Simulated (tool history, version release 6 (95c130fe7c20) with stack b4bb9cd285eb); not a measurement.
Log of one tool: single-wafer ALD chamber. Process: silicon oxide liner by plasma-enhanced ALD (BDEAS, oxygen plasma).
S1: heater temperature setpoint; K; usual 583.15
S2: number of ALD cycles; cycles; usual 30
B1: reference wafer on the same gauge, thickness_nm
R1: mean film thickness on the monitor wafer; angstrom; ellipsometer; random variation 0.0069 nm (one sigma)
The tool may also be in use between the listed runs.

run 1 hour=0.0 | S1=583.15 S2=30 | B1=2.480 | R1=27.37
run 2 hour=48.7 | S1=583.15 S2=30 | B1=2.475 | R1=27.35
run 3 hour=80.0 | S1=583.15 S2=29 | B1=2.472 | R1=26.47
run 4 hour=104.5 | S1=583.15 S2=29 | B1=2.473 | R1=26.40
run 5 hour=174.1 | S1=590.15 S2=33 | B1=2.462 | R1=29.74
run 6 hour=238.0 | S1=583.15 S2=30 | B1=2.455 | R1=27.14
-- hour=264.9 gauge calibrated
run 7 hour=278.9 | S1=583.15 S2=30 | B1=2.489 | R1=27.60
run 8 hour=313.9 | S1=590.15 S2=32 | B1=2.486 | R1=29.11
run 9 hour=372.8 | S1=590.15 S2=32 | B1=2.486 | R1=29.00
run 10 hour=415.3 | S1=583.15 S2=25 | B1=2.483 | R1=22.87
run 11 hour=477.2 | S1=590.15 S2=33 | B1=2.481 | R1=30.02
-- hour=533.3 thermocouple changed; heater temperature recalibrated
run 12 hour=533.8 | S1=588.15 S2=25 | B1=2.480 | R1=22.68
run 13 hour=577.5 | S1=583.15 S2=30 | B1=2.473 | R1=27.34
run 14 hour=644.1 | S1=589.15 S2=27 | B1=2.471 | R1=24.31
run 15 hour=678.4 | S1=568.15 S2=33 | B1=2.464 | R1=30.94

What the log doesn't show, run by run:
wafer temperature above the value expected at the setpoint (K): 0 in every run
H1: gauge reads high (%)
run=1 H1=-0.389
run=2 H1=-0.545
run=3 H1=-0.659
run=4 H1=-0.757
run=5 H1=-1.07
run=6 H1=-1.41
run=7 H1=-0.0786
run=8 H1=-0.0913
run=9 H1=-0.145
run=10 H1=-0.208
run=11 H1=-0.339
run=12 H1=-0.496
run=13 H1=-0.644
run=14 H1=-0.911
run=15 H1=-1.07

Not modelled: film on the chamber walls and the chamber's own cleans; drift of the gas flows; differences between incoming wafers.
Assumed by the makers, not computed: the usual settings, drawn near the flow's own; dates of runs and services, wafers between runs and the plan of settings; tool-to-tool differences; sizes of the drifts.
